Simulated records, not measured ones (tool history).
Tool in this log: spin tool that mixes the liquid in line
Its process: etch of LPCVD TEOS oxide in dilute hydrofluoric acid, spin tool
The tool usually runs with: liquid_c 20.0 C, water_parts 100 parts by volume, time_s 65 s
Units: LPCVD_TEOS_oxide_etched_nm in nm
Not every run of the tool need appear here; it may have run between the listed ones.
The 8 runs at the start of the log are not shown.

run   hour  liquid_c  water_parts  time_s  read-back film thickness of the LPCVD TEOS oxide reference wafer, read on the same gauge (nm)  LPCVD_TEOS_oxide_etched_nm
     118.6  -- gauge calibrated
  9  123.9      20.0          100      80                                                                                          30.00                       31.12
 10  136.5      22.0          100      65                                                                                          29.99                       27.79
 11  154.1      20.0          100      65                                                                                          30.02                       25.34
 12  171.2      20.0          100      65                                                                                          29.98                       25.46
 13  188.8      20.0          100      65                                                                                          29.98                       25.18
     203.6  -- thermometer replaced
 14  228.0      20.0          100      65                                                                                          30.00                       28.15
 15  235.3      20.0          100      65                                                                                          30.02                       28.45
     239.4  -- hydrofluoric acid flow meter replaced
 16  251.3      20.0          100      65                                                                                          30.02                       27.97
 17  293.7      20.0          100      65                                                                                          29.97                       28.19
 18  300.3      21.5          100      65                                                                                          30.01                       29.93
 19  306.4      20.0          100      65                                                                                          30.02                       28.17
 20  323.3      25.0           75      95                                                                                          29.98                       69.99
 21  334.8      20.0           55      65                                                                                          30.00                       53.83
 22  347.1      20.0          100      30                                                                                          30.00                       13.04

Forecast run 23:
     357.2  -- gauge calibrated
 23  360.9      20.0          100      65                                                                                              ?                           ?

Run 23 yielded read-back film thickness of the LPCVD TEOS oxide reference wafer, read on the same gauge (nm) 30.00, LPCVD_TEOS_oxide_etched_nm 27.98 nm.
If the tool had no hidden condition, the same run with the same run-to-run variation would have returned LPCVD_TEOS_oxide_etched_nm 28.27 nm.
